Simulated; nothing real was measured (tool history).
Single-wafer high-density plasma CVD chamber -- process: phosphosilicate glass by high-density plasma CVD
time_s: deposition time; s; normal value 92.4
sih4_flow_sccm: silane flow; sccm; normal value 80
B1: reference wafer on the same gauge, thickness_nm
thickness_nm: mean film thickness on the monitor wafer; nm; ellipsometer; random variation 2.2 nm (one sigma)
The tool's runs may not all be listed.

{"run": 1, "hour": 0.0, "time_s": 86.3, "sih4_flow_sccm": 87, "B1": 848.506, "thickness_nm": 805.405}
{"run": 2, "hour": 13.1, "time_s": 86.3, "sih4_flow_sccm": 87, "B1": 849.259, "thickness_nm": 799.892}
{"run": 3, "hour": 46.3, "time_s": 86.3, "sih4_flow_sccm": 87, "B1": 848.983, "thickness_nm": 799.649}
{"run": 4, "hour": 70.9, "time_s": 105.1, "sih4_flow_sccm": 80, "B1": 848.535, "thickness_nm": 908.517}
{"run": 5, "hour": 97.2, "time_s": 92.4, "sih4_flow_sccm": 80, "B1": 849.201, "thickness_nm": 792.783}
{"run": 6, "hour": 109.5, "time_s": 92.4, "sih4_flow_sccm": 80, "B1": 848.793, "thickness_nm": 791.832}
{"run": 7, "hour": 137.9, "time_s": 92.4, "sih4_flow_sccm": 80, "B1": 848.451, "thickness_nm": 797.541}
{"run": 8, "hour": 183.2, "time_s": 92.4, "sih4_flow_sccm": 80, "B1": 849.096, "thickness_nm": 794.35}
{"run": 9, "hour": 219.0, "time_s": 92.4, "sih4_flow_sccm": 80, "B1": 848.793, "thickness_nm": 795.407}
{"run": 10, "hour": 235.8, "time_s": 92.4, "sih4_flow_sccm": 80, "B1": 849.288, "thickness_nm": 793.422}
{"run": 11, "hour": 268.7, "time_s": 92.4, "sih4_flow_sccm": 90, "B1": 849.57, "thickness_nm": 891.515}
{"hour": 281.9, "done": "silane flow controller replaced"}
{"run": 12, "hour": 283.0, "time_s": 92.4, "sih4_flow_sccm": 90, "B1": 849.196, "thickness_nm": 841.181}
{"run": 13, "hour": 309.9, "time_s": 92.4, "sih4_flow_sccm": 80, "B1": 848.786, "thickness_nm": 757.115}
{"run": 14, "hour": 404.3, "time_s": 92.4, "sih4_flow_sccm": 80, "B1": 849.054, "thickness_nm": 759.004}
{"run": 15, "hour": 420.9, "time_s": 92.4, "sih4_flow_sccm": 80, "B1": 848.601, "thickness_nm": 756.781}
{"run": 16, "hour": 439.7, "time_s": 106.8, "sih4_flow_sccm": 68, "B1": 848.867, "thickness_nm": 756.321}
{"run": 17, "hour": 474.6, "time_s": 99.6, "sih4_flow_sccm": 84, "B1": 848.229, "thickness_nm": 854.563}
{"run": 18, "hour": 490.9, "time_s": 92.4, "sih4_flow_sccm": 80, "B1": 849.112, "thickness_nm": 764.303}
{"run": 19, "hour": 511.0, "time_s": 107.4, "sih4_flow_sccm": 72, "B1": 849.531, "thickness_nm": 807.357}
{"hour": 520.4, "done": "gauge calibrated"}
{"run": 20, "hour": 541.3, "time_s": 81.4, "sih4_flow_sccm": 72, "B1": 848.803, "thickness_nm": 607.221}
{"run": 21, "hour": 573.1, "time_s": 92.4, "sih4_flow_sccm": 74, "B1": 848.64, "thickness_nm": 711.203}
{"run": 22, "hour": 596.6, "time_s": 86.3, "sih4_flow_sccm": 87, "B1": 848.902, "thickness_nm": 767.987}
{"run": 23, "hour": 619.4, "time_s": 82.5, "sih4_flow_sccm": 80, "B1": 848.936, "thickness_nm": 679.319}
{"run": 24, "hour": 640.2, "time_s": 86.6, "sih4_flow_sccm": 87, "B1": 849.134, "thickness_nm": 774.313}
{"run": 25, "hour": 659.8, "time_s": 92.4, "sih4_flow_sccm": 80, "B1": 848.836, "thickness_nm": 764.846}
{"run": 26, "hour": 687.7, "time_s": 104.9, "sih4_flow_sccm": 75, "B1": 849.412, "thickness_nm": 821.224}
{"run": 27, "hour": 709.0, "time_s": 78.4, "sih4_flow_sccm": 69, "B1": 849.229, "thickness_nm": 568.86}
{"run": 28, "hour": 723.5, "time_s": 81.2, "sih4_flow_sccm": 90, "B1": 848.531, "thickness_nm": 752.194}
{"run": 29, "hour": 744.9, "time_s": 92.4, "sih4_flow_sccm": 80, "B1": 848.628, "thickness_nm": 769.035}
{"run": 30, "hour": 762.7, "time_s": 75.4, "sih4_flow_sccm": 64, "B1": 849.57, "thickness_nm": 512.67}

How would selected steps in thickness_nm from run to run divide? Give the signed amount a tool lacking its hidden state would still show from settings, what came in and random variation, and the signed amount left for the hidden state, including any gauge scatter that is not in both of the compared results.
What the log doesn't record here: delivered silane flow above the setpoint (%); gauge reads high (%).
Run 3 -> 4: time_s 86.3 -> 105.1, sih4_flow_sccm 87 -> 80. thickness_nm +108.868 nm: hidden state +6.077, all else +102.791.
Run 4 -> 5: time_s 105.1 -> 92.4. thickness_nm -115.734 nm: hidden state -6.333, all else -109.401.
Run 11 -> 12: silane flow controller replaced. thickness_nm -50.334 nm: hidden state -48.861, all else -1.473.
Run 19 -> 20: time_s 107.4 -> 81.4, gauge calibrated. thickness_nm -200.136 nm: hidden state -1.863, all else -198.273.
Run 26 -> 27: time_s 104.9 -> 78.4, sih4_flow_sccm 75 -> 69. thickness_nm -252.364 nm: hidden state -4.913, all else -247.451.
Run 29 -> 30: time_s 92.4 -> 75.4, sih4_flow_sccm 80 -> 64. thickness_nm -256.365 nm: hidden state -5.689, all else -250.676.

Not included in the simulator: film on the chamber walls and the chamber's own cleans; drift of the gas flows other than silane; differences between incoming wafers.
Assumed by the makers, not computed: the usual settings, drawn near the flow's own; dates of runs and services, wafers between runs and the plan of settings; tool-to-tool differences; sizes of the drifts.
